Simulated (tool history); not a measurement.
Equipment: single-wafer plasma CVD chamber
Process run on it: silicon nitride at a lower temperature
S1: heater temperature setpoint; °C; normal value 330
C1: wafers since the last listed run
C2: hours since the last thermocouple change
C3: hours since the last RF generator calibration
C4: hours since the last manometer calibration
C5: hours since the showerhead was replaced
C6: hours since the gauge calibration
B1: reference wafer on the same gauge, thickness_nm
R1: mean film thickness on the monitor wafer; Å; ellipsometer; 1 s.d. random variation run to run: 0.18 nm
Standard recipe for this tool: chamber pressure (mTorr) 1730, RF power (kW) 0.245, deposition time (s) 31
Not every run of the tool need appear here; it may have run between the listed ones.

run 1 day=0 | S1=330 chamber_pressure_(mTorr)=1730 RF_power_(kW)=0.245 deposition_time_(s)=31 | C1=0 C2=721.6 C3=1523.2 C4=2191.7 C5=6155.2 C6=173.2 | B1=29.409 | R1=302.23
run 2 day=2.412 | S1=330 chamber_pressure_(mTorr)=1730 RF_power_(kW)=0.245 deposition_time_(s)=31 | C1=933 C2=779.5 C3=1581.1 C4=2249.6 C5=6213.1 C6=231.1 | B1=29.382 | R1=302.96
run 3 day=5.542 | S1=330 chamber_pressure_(mTorr)=1730 RF_power_(kW)=0.245 deposition_time_(s)=31 | C1=1211 C2=854.6 C3=1656.2 C4=2324.7 C5=6288.2 C6=306.2 | B1=29.431 | R1=301.64
run 4 day=7.654 | S1=330 chamber_pressure_(mTorr)=1730 RF_power_(kW)=0.245 deposition_time_(s)=31 | C1=817 C2=905.3 C3=1706.9 C4=2375.4 C5=6338.9 C6=356.9 | B1=29.39 | R1=302.72
run 5 day=9.725 | S1=330 chamber_pressure_(mTorr)=1730 RF_power_(kW)=0.245 deposition_time_(s)=31 | C1=801 C2=955 C3=1756.6 C4=2425.1 C5=6388.6 C6=406.6 | B1=29.405 | R1=300.83
run 6 day=11.671 | S1=330 chamber_pressure_(mTorr)=1730 RF_power_(kW)=0.245 deposition_time_(s)=28.9 | C1=753 C2=1001.7 C3=1803.3 C4=2471.8 C5=6435.3 C6=453.3 | B1=29.37 | R1=279.63
run 7 day=14.121 | S1=326 chamber_pressure_(mTorr)=1730 RF_power_(kW)=0.285 deposition_time_(s)=31 | C1=948 C2=1060.5 C3=1862.1 C4=2530.6 C5=6494.1 C6=512.1 | B1=29.39 | R1=340.88
run 8 day=15.479 | S1=330 chamber_pressure_(mTorr)=1730 RF_power_(kW)=0.245 deposition_time_(s)=31 | C1=525 C2=1093.1 C3=1894.7 C4=2563.2 C5=6526.7 C6=544.7 | B1=29.414 | R1=302.21
-- day=17.242 capacitance manometer re-zeroed and calibrated
-- day=18.5 showerhead replaced
run 9 day=18.521 | S1=318 chamber_pressure_(mTorr)=1360 RF_power_(kW)=0.215 deposition_time_(s)=31 | C1=919 C2=1166.1 C3=1967.7 C4=30.7 C5=0.5 C6=617.7 | B1=29.404 | R1=251.06
run 10 day=20.85 | S1=345 chamber_pressure_(mTorr)=1850 RF_power_(kW)=0.245 deposition_time_(s)=27.7 | C1=901 C2=1222 C3=2023.6 C4=86.6 C5=56.4 C6=673.6 | B1=29.375 | R1=269.04
-- day=21.792 thermocouple changed; heater temperature recalibrated
run 11 day=23.829 | S1=330 chamber_pressure_(mTorr)=1730 RF_power_(kW)=0.245 deposition_time_(s)=31 | C1=1024 C2=48.9 C3=2095.1 C4=158.1 C5=127.9 C6=745.1 | B1=29.397 | R1=296.59
-- day=24.225 RF generator calibrated
run 12 day=25.862 | S1=330 chamber_pressure_(mTorr)=1380 RF_power_(kW)=0.285 deposition_time_(s)=31 | C1=658 C2=97.7 C3=39.3 C4=206.9 C5=176.7 C6=793.9 | B1=29.392 | R1=333.09
run 13 day=27.117 | S1=319 chamber_pressure_(mTorr)=2150 RF_power_(kW)=0.245 deposition_time_(s)=31 | C1=485 C2=127.8 C3=69.4 C4=237 C5=206.8 C6=824 | B1=29.402 | R1=331.92
-- day=27.846 gauge calibrated
run 14 day=28.858 | S1=330 chamber_pressure_(mTorr)=2020 RF_power_(kW)=0.295 deposition_time_(s)=31 | C1=674 C2=169.6 C3=111.2 C4=278.8 C5=248.6 C6=24.3 | B1=29.422 | R1=376.8
run 15 day=36.017 | S1=330 chamber_pressure_(mTorr)=1440 RF_power_(kW)=0.245 deposition_time_(s)=31 | C1=2770 C2=341.4 C3=283 C4=450.6 C5=420.4 C6=196.1 | B1=29.425 | R1=298.7
run 16 day=38.738 | S1=337 chamber_pressure_(mTorr)=1730 RF_power_(kW)=0.245 deposition_time_(s)=31 | C1=1053 C2=406.7 C3=348.3 C4=515.9 C5=485.7 C6=261.4 | B1=29.399 | R1=308.76
run 17 day=44.329 | S1=330 chamber_pressure_(mTorr)=1730 RF_power_(kW)=0.245 deposition_time_(s)=31 | C1=2164 C2=540.9 C3=482.5 C4=650.1 C5=619.9 C6=395.6 | B1=29.414 | R1=313.03

Branching from run 17: 5 alternative next runs. What would each branch give?
run A day=44.346 | S1=330 chamber_pressure_(mTorr)=1480 RF_power_(kW)=0.245 deposition_time_(s)=31 | C1=6 C2=541.3 C3=482.9 C4=650.5 C5=620.3 C6=396 | B1=? | R1=?
run B day=44.346 | S1=326 chamber_pressure_(mTorr)=2010 RF_power_(kW)=0.2 deposition_time_(s)=28.8 | C1=6 C2=541.3 C3=482.9 C4=650.5 C5=620.3 C6=396 | B1=? | R1=?
run C day=44.346 | S1=325 chamber_pressure_(mTorr)=1520 RF_power_(kW)=0.245 deposition_time_(s)=31 | C1=6 C2=541.3 C3=482.9 C4=650.5 C5=620.3 C6=396 | B1=? | R1=?
run D day=44.346 | S1=323 chamber_pressure_(mTorr)=1380 RF_power_(kW)=0.22 deposition_time_(s)=31 | C1=6 C2=541.3 C3=482.9 C4=650.5 C5=620.3 C6=396 | B1=? | R1=?
run E day=44.346 | S1=337 chamber_pressure_(mTorr)=1730 RF_power_(kW)=0.245 deposition_time_(s)=25 | C1=6 C2=541.3 C3=482.9 C4=650.5 C5=620.3 C6=396 | B1=? | R1=?

run=A B1=29.434 R1=298.67
run=B B1=29.434 R1=249.08
run=C B1=29.434 R1=301.17
run=D B1=29.434 R1=267.83
run=E B1=29.434 R1=249.38
Had the tool no hidden state, the same runs would have come out as:
run=A R1=301.65
run=B R1=251.69
run=C R1=304.18
run=D R1=270.63
run=E R1=251.87
